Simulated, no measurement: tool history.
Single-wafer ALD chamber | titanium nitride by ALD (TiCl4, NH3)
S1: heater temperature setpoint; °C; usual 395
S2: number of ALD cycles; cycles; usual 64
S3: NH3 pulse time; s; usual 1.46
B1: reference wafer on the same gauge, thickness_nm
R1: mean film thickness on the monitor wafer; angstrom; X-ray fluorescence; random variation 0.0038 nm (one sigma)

| run | hour | S1 | S2 | S3 | B1 | R1 |
|---|---|---|---|---|---|---|
| 1 | 0.0 | 395 | 64 | 1.46 | 1.550 | 15.46 |
| 2 | 30.7 | 402 | 64 | 1.46 | 1.550 | 15.52 |
| 3 | 47.0 | 402 | 64 | 1.46 | 1.550 | 15.48 |
| 4 | 74.8 | 402 | 64 | 1.46 | 1.550 | 15.51 |
| 5 | 97.6 | 395 | 64 | 1.46 | 1.550 | 15.35 |
| 6 | 109.9 | 395 | 64 | 1.46 | 1.551 | 15.42 |
| 7 | 141.0 | 395 | 64 | 1.46 | 1.550 | 15.42 |
| 8 | 168.1 | 395 | 64 | 1.46 | 1.550 | 15.34 |
| 9 | 203.6 | 395 | 64 | 1.46 | 1.549 | 15.45 |
| 10 | 219.4 | 388 | 64 | 1.46 | 1.550 | 15.27 |
|  | 249.1 | gauge calibrated |
| 11 | 250.5 | 395 | 64 | 1.46 | 1.550 | 15.39 |
| 12 | 268.0 | 395 | 64 | 1.46 | 1.550 | 15.43 |
| 13 | 287.9 | 395 | 64 | 1.46 | 1.550 | 15.35 |
| 14 | 323.2 | 395 | 64 | 1.46 | 1.550 | 15.37 |
| 15 | 354.3 | 399 | 54 | 1.46 | 1.550 | 12.99 |
| 16 | 372.8 | 395 | 55 | 1.08 | 1.551 | 12.86 |
|  | 414.3 | thermocouple changed; heater temperature recalibrated |
| 17 | 414.8 | 404 | 74 | 1.73 | 1.549 | 18.05 |
|  | 436.8 | showerhead replaced |
| 18 | 442.3 | 402 | 60 | 1.89 | 1.550 | 14.76 |
| 19 | 466.7 | 381 | 75 | 1.61 | 1.550 | 17.86 |
| 20 | 486.2 | 395 | 64 | 1.46 | 1.551 | 15.36 |
| 21 | 501.8 | 385 | 56 | 0.90 | 1.551 | 12.46 |
| 22 | 589.5 | 400 | 58 | 1.46 | 1.550 | 13.99 |
| 23 | 625.4 | 409 | 75 | 1.74 | 1.550 | 18.41 |
| 24 | 658.6 | 395 | 64 | 1.46 | 1.550 | 15.37 |
| 25 | 693.9 | 395 | 51 | 1.20 | 1.549 | 12.14 |
| 26 | 720.7 | 400 | 59 | 1.46 | 1.550 | 14.35 |
|  | 723.4 | gauge calibrated |
| 27 | 739.7 | 405 | 72 | 1.76 | 1.550 | 17.70 |
| 28 | 754.0 | 395 | 64 | 1.46 | 1.550 | 15.42 |

5 ways to go on from here, each from the tool as it stands after run 28. What would each give?
| A | 754.5 | 395 | 64 | 1.88 | ? | ? |
| B | 754.5 | 386 | 59 | 1.99 | ? | ? |
| C | 754.5 | 404 | 64 | 1.46 | ? | ? |
| D | 754.5 | 403 | 53 | 1.46 | ? | ? |
| E | 754.5 | 388 | 64 | 0.94 | ? | ? |

| run | B1 | R1 |
|---|---|---|
| A | 1.550 | 15.70 |
| B | 1.550 | 14.39 |
| C | 1.550 | 15.58 |
| D | 1.550 | 12.89 |
| E | 1.550 | 14.54 |
Without the tool's hidden state the same runs would have given:
| run | R1 |
|---|---|
| A | 15.70 |
| B | 14.39 |
| C | 15.58 |
| D | 12.89 |
| E | 14.54 |

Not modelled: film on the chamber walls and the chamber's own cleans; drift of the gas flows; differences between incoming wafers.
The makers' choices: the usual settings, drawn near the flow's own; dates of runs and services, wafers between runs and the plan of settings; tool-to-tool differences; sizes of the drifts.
